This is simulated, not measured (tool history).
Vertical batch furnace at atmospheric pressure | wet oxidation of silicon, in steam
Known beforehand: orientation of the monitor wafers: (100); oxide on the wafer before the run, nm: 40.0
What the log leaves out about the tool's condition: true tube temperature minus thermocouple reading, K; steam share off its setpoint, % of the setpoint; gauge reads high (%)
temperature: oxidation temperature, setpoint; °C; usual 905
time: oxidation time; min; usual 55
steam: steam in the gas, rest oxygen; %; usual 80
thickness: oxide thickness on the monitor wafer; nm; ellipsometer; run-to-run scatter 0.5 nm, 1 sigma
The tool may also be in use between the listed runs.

run,hour,temperature,time,steam,wafers since the last listed run,hours since the last temperature calibration,hours since the steam generator was serviced,hours since the gauge calibration,"read-back reference wafer on the same gauge, thickness",thickness
1,0,905,55,80,0,2847.9,1128.5,68,133.94,155.12
2,20.9,905,55,80,200,2868.8,1149.4,88.9,133.97,155.52
3,45.8,905,55,80,239,2893.7,1174.3,113.8,133.97,154.71
4,64.9,905,55,80,183,2912.8,1193.4,132.9,134.08,154.7
5,92.4,905,55,80,264,2940.3,1220.9,160.4,133.98,155.46
6,107.1,905,55,80,141,2955,1235.6,175.1,134.09,155.12
7,121.7,905,34,80,140,2969.6,1250.2,189.7,134.13,113.45
8,148.3,905,34,80,255,2996.2,1276.8,216.3,133.74,114.22
9,175.7,905,78,80,263,3023.6,1304.2,243.7,133.86,196.77
# hour 218.4: thermocouples replaced and temperature profile calibrated
10,218.9,911,38.5,87,184,0.5,1347.4,286.9,134.01,136.92
# hour 253.1: gauge calibrated
# hour 257.8: steam generator serviced
11,258.3,925,55,80,148,39.9,0.5,5.2,134.04,196.8
12,265.4,905,70,85,68,47,7.6,12.3,133.93,201.03
13,287.4,923,44,70,211,69,29.6,34.3,134.21,150.59
14,317.1,905,55,80,285,98.7,59.3,64,134.08,161.73
15,351.5,915,55,87,330,133.1,93.7,98.4,133.88,188.84
16,384.4,905,55,80,316,166,126.6,131.3,133.95,160.65
17,400.4,926,77.5,68,153,182,142.6,147.3,133.96,222.87

The same runs without the tool's hidden state, with the same run-to-run variation:
run,thickness
1,163.82
2,164.28
3,163.47
4,163.49
5,164.35
6,164.01
7,119.3
8,120.13
9,208.73
10,144.61
11,197.08
12,201.5
13,151.29
14,163.02
15,191.06
16,163.01
17,226.6
